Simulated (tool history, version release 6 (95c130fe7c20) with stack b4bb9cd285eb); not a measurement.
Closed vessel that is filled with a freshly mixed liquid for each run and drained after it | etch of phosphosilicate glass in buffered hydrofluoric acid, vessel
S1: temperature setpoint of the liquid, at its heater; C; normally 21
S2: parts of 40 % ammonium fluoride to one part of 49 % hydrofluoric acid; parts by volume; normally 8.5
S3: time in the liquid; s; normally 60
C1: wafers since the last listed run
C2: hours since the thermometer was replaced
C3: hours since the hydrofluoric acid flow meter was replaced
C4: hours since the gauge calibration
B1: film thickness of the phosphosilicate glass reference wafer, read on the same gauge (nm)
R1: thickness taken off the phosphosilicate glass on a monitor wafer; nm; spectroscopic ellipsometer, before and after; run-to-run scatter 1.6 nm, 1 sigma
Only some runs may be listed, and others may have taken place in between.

run,hour,S1,S2,S3,C1,C2,C3,C4,B1,R1
1,0,21,7,60,0,445.9,1364,803.5,40,414.23
2,12.5,21,8.5,60,1542,458.4,1376.5,816,40,335.8
3,55.2,21,8.5,60,5267,501.1,1419.2,858.7,39.98,336.15
4,90.4,21,8.5,60,4342,536.3,1454.4,893.9,40,339.18
5,107.4,21,8.5,60,2097,553.3,1471.4,910.9,40,336.25
6,128.8,21,6,60,2639,574.7,1492.8,932.3,40.01,480.95
7,151.4,21,8.5,60,2788,597.3,1515.4,954.9,39.96,339.27
8,179.8,21,8.5,60,3503,625.7,1543.8,983.3,40.02,339.3
9,206.1,21,12,75,3244,652,1570.1,1009.6,40.02,311.83
10,231,19.5,11.5,50,3071,676.9,1595,1034.5,39.98,198.08
# hour 237.2: gauge calibrated
11,250.2,21,8.5,60,2368,696.1,1614.2,13,40.01,337.04
# hour 272.8: thermometer replaced
12,283.9,17,6,30,4033,11.1,1647.9,46.7,40.01,183.94
13,317.6,21,12,85,4157,44.8,1681.6,80.4,39.98,334.94
14,348.1,19,5,85,3762,75.3,1712.1,110.9,40,683.43
15,366.6,21,8.5,60,2282,93.8,1730.6,129.4,40.01,327.41
16,379.5,25.5,7.5,30,1591,106.7,1743.5,142.3,39.99,235.65
17,393.5,25.5,7.5,30,1727,120.7,1757.5,156.3,40,234.87
18,423.4,17.5,11.5,75,3688,150.6,1787.4,186.2,39.99,256.27
19,442.1,18,6.5,60,2306,169.3,1806.1,204.9,40.03,360.86
# hour 456.7: hydrofluoric acid flow meter replaced
20,457.2,21,8.5,95,1739,184.4,0.5,220,40.02,565.96
21,474.7,21,9.5,70,2158,201.9,18,237.5,39.98,380.16
22,554.4,17,6.5,60,9832,281.6,97.7,317.2,40,376.18
23,579.4,17,6,30,3084,306.6,122.7,342.2,39.98,200.78
24,630.3,21,8.5,60,6279,357.5,173.6,393.1,40.01,356.17
25,645.3,21,8.5,70,1850,372.5,188.6,408.1,40.01,419.05
26,658.1,21,8.5,90,1579,385.3,201.4,420.9,39.99,536.91
27,673.2,19,8.5,60,1862,400.4,216.5,436,40,320.65
28,701.1,21,8.5,60,3441,428.3,244.4,463.9,40.01,360.33
29,725.9,21,9.5,60,3059,453.1,269.2,488.7,40.03,326.83
30,759.5,19.5,8.5,60,4145,486.7,302.8,522.3,40,328.71
31,777,17,8.5,30,2158,504.2,320.3,539.8,39.99,141.24
32,862.5,21,10,70,10547,589.7,405.8,625.3,39.98,369.62

Branching from run 32: 4 alternative next runs. What would each branch give?
A,863.2,21,8.5,60,86,590.4,406.5,626,?,?
B,863.2,21,7.5,60,86,590.4,406.5,626,?,?
C,863.2,26,10,90,86,590.4,406.5,626,?,?
D,863.2,17,10.5,95,86,590.4,406.5,626,?,?

run,B1,R1
A,40,358.14
B,40,410.15
C,40,621.97
D,40,380.97
What these runs would have given with no unlogged condition in the tool:
run,R1
A,353.57
B,404.91
C,613.18
D,374.74
